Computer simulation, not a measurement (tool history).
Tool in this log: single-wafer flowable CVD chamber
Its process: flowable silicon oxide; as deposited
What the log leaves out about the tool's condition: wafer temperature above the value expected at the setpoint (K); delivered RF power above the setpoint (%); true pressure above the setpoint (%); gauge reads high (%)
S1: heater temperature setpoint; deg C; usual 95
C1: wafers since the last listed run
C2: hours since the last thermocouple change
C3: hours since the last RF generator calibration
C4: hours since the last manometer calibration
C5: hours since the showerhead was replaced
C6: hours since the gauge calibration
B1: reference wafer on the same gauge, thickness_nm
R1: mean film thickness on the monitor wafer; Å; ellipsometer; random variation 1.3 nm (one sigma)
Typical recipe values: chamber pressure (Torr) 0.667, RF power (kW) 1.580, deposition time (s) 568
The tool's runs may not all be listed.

run 1 hour=0.0 | S1=95 chamber_pressure_(Torr)=0.667 RF_power_(kW)=1.580 deposition_time_(s)=568 | C1=0 C2=1049.0 C3=561.6 C4=530.3 C5=5930.2 C6=398.6 | B1=349.973 | R1=3164.87
run 2 hour=37.5 | S1=95 chamber_pressure_(Torr)=0.667 RF_power_(kW)=1.580 deposition_time_(s)=568 | C1=79 C2=1086.5 C3=599.1 C4=567.8 C5=5967.7 C6=436.1 | B1=349.955 | R1=3167.81
run 3 hour=92.4 | S1=95 chamber_pressure_(Torr)=0.667 RF_power_(kW)=1.580 deposition_time_(s)=568 | C1=116 C2=1141.4 C3=654.0 C4=622.7 C5=6022.6 C6=491.0 | B1=349.888 | R1=3181.96
run 4 hour=117.0 | S1=95 chamber_pressure_(Torr)=0.667 RF_power_(kW)=1.580 deposition_time_(s)=568 | C1=52 C2=1166.0 C3=678.6 C4=647.3 C5=6047.2 C6=515.6 | B1=349.784 | R1=3171.03
run 5 hour=156.8 | S1=95 chamber_pressure_(Torr)=0.667 RF_power_(kW)=1.580 deposition_time_(s)=568 | C1=84 C2=1205.8 C3=718.4 C4=687.1 C5=6087.0 C6=555.4 | B1=350.027 | R1=3177.94
run 6 hour=211.5 | S1=95 chamber_pressure_(Torr)=0.667 RF_power_(kW)=1.580 deposition_time_(s)=655 | C1=116 C2=1260.5 C3=773.1 C4=741.8 C5=6141.7 C6=610.1 | B1=350.198 | R1=3675.36
run 7 hour=247.1 | S1=95 chamber_pressure_(Torr)=0.667 RF_power_(kW)=1.580 deposition_time_(s)=568 | C1=75 C2=1296.1 C3=808.7 C4=777.4 C5=6177.3 C6=645.7 | B1=349.833 | R1=3179.39
-- hour=309.1 thermocouple changed; heater temperature recalibrated
run 8 hour=345.4 | S1=95 chamber_pressure_(Torr)=0.667 RF_power_(kW)=1.580 deposition_time_(s)=568 | C1=192 C2=36.3 C3=907.0 C4=875.7 C5=6275.6 C6=744.0 | B1=349.959 | R1=3192.17
run 9 hour=396.3 | S1=95 chamber_pressure_(Torr)=0.667 RF_power_(kW)=1.580 deposition_time_(s)=667 | C1=108 C2=87.2 C3=957.9 C4=926.6 C5=6326.5 C6=794.9 | B1=350.211 | R1=3770.55
run 10 hour=444.7 | S1=83 chamber_pressure_(Torr)=0.667 RF_power_(kW)=1.580 deposition_time_(s)=603 | C1=103 C2=135.6 C3=1006.3 C4=975.0 C5=6374.9 C6=843.3 | B1=349.643 | R1=4745.10
run 11 hour=471.5 | S1=95 chamber_pressure_(Torr)=0.667 RF_power_(kW)=1.580 deposition_time_(s)=568 | C1=57 C2=162.4 C3=1033.1 C4=1001.8 C5=6401.7 C6=870.1 | B1=350.027 | R1=3206.94
-- hour=474.6 gauge calibrated
-- hour=494.5 showerhead replaced
-- hour=528.3 RF generator calibrated
run 12 hour=538.1 | S1=95 chamber_pressure_(Torr)=0.667 RF_power_(kW)=1.580 deposition_time_(s)=568 | C1=107 C2=229.0 C3=9.8 C4=1068.4 C5=43.6 C6=63.5 | B1=349.926 | R1=3237.19
-- hour=564.3 capacitance manometer re-zeroed and calibrated
run 13 hour=609.3 | S1=95 chamber_pressure_(Torr)=0.828 RF_power_(kW)=1.580 deposition_time_(s)=568 | C1=134 C2=300.2 C3=81.0 C4=45.0 C5=114.8 C6=134.7 | B1=349.721 | R1=3754.99
run 14 hour=640.5 | S1=95 chamber_pressure_(Torr)=0.667 RF_power_(kW)=1.580 deposition_time_(s)=568 | C1=66 C2=331.4 C3=112.2 C4=76.2 C5=146.0 C6=165.9 | B1=349.805 | R1=3035.77
run 15 hour=680.9 | S1=95 chamber_pressure_(Torr)=0.573 RF_power_(kW)=1.495 deposition_time_(s)=568 | C1=86 C2=371.8 C3=152.6 C4=116.6 C5=186.4 C6=206.3 | B1=350.334 | R1=2579.83
run 16 hour=733.7 | S1=95 chamber_pressure_(Torr)=0.521 RF_power_(kW)=1.475 deposition_time_(s)=568 | C1=112 C2=424.6 C3=205.4 C4=169.4 C5=239.2 C6=259.1 | B1=350.067 | R1=2368.64

Forecast each of these 4 alternatives for the next run:
run A hour=734.3 | S1=95 chamber_pressure_(Torr)=0.667 RF_power_(kW)=1.580 deposition_time_(s)=568 | C1=1 C2=425.2 C3=206.0 C4=170.0 C5=239.8 C6=259.7 | B1=? | R1=?
run B hour=734.3 | S1=103 chamber_pressure_(Torr)=0.667 RF_power_(kW)=1.580 deposition_time_(s)=619 | C1=1 C2=425.2 C3=206.0 C4=170.0 C5=239.8 C6=259.7 | B1=? | R1=?
run C hour=734.3 | S1=95 chamber_pressure_(Torr)=0.583 RF_power_(kW)=1.580 deposition_time_(s)=665 | C1=1 C2=425.2 C3=206.0 C4=170.0 C5=239.8 C6=259.7 | B1=? | R1=?
run D hour=734.3 | S1=95 chamber_pressure_(Torr)=0.760 RF_power_(kW)=1.580 deposition_time_(s)=568 | C1=1 C2=425.2 C3=206.0 C4=170.0 C5=239.8 C6=259.7 | B1=? | R1=?

run=A B1=349.988 R1=3066.49
run=B B1=349.988 R1=2647.37
run=C B1=349.988 R1=3145.80
run=D B1=349.988 R1=3496.10
Had the tool no hidden state, the same runs would have come out as:
run=A R1=2961.47
run=B R1=2556.70
run=C R1=3035.52
run=D R1=3380.28

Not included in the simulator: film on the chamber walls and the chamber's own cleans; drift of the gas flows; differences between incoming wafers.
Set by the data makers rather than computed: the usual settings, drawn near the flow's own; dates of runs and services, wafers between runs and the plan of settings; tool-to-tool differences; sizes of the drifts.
